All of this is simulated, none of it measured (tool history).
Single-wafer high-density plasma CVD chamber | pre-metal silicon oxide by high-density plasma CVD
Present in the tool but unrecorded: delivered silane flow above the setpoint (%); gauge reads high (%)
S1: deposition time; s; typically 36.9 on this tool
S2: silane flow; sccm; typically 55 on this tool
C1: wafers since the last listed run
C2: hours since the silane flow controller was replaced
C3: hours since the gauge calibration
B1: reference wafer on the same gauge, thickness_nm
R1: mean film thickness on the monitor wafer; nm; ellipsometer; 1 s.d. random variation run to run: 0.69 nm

Run 1, hour 0.0: usual settings; C1 0; C2 1449.2; C3 247.1; B1 185.054. Result: R1 185.840 nm.
Run 2, hour 12.5: usual settings; C1 184; C2 1461.7; C3 259.6; B1 184.969. Result: R1 184.663 nm.
Run 3, hour 29.5: usual settings but S2 64 sccm; C1 251; C2 1478.7; C3 276.6; B1 185.026. Result: R1 215.354 nm.
Run 4, hour 47.3: usual settings but S2 64 sccm; C1 263; C2 1496.5; C3 294.4; B1 185.242. Result: R1 216.981 nm.
Run 5, hour 101.4: usual settings but S2 64 sccm; C1 799; C2 1550.6; C3 348.5; B1 184.709. Result: R1 214.682 nm.
Run 6, hour 125.6: usual settings but S2 46 sccm; C1 357; C2 1574.8; C3 372.7; B1 184.884. Result: R1 157.724 nm.
Run 7, hour 153.9: usual settings but S2 46 sccm; C1 418; C2 1603.1; C3 401.0; B1 185.352. Result: R1 155.953 nm.
Run 8, hour 179.2: usual settings; C1 374; C2 1628.4; C3 426.3; B1 184.904. Result: R1 186.258 nm.
Run 9, hour 195.5: usual settings; C1 240; C2 1644.7; C3 442.6; B1 185.029. Result: R1 185.545 nm.
Run 10, hour 224.8: usual settings; C1 433; C2 1674.0; C3 471.9; B1 185.000. Result: R1 187.420 nm.
Run 11, hour 241.3: usual settings; C1 243; C2 1690.5; C3 488.4; B1 184.758. Result: R1 186.730 nm.
At hour 251.6: gauge calibrated.
Run 12, hour 266.6: usual settings; C1 374; C2 1715.8; C3 15.0; B1 185.282. Result: R1 186.179 nm.
Run 13, hour 284.8: usual settings; C1 269; C2 1734.0; C3 33.2; B1 185.091. Result: R1 186.745 nm.
Run 14, hour 302.2: usual settings but S1 34.0 s, S2 50 sccm; C1 257; C2 1751.4; C3 50.6; B1 185.102. Result: R1 154.752 nm.
Run 15, hour 325.2: usual settings but S1 41.2 s; C1 340; C2 1774.4; C3 73.6; B1 184.916. Result: R1 207.064 nm.
Run 16, hour 345.4: usual settings but S1 39.6 s; C1 298; C2 1794.6; C3 93.8; B1 184.787. Result: R1 199.360 nm.
Run 17, hour 380.9: usual settings but S1 33.9 s, S2 63 sccm; C1 524; C2 1830.1; C3 129.3; B1 185.007. Result: R1 193.566 nm.
At hour 411.0: silane flow controller replaced.
Run 18, hour 411.3: usual settings but S1 34.5 s, S2 49 sccm; C1 331; C2 0.3; C3 159.7; B1 185.377. Result: R1 147.303 nm.

Expected results for the next run?
Run 19, hour 435.6: usual settings but S1 29.7 s, S2 60 sccm; C1 359; C2 24.6; C3 184.0; B1 ?. Result: R1 ?.

B1: 185.151
R1: 154.687 nm
With the hidden condition absent and the run-to-run variation left alone, this run would have shown R1 153.453 nm.

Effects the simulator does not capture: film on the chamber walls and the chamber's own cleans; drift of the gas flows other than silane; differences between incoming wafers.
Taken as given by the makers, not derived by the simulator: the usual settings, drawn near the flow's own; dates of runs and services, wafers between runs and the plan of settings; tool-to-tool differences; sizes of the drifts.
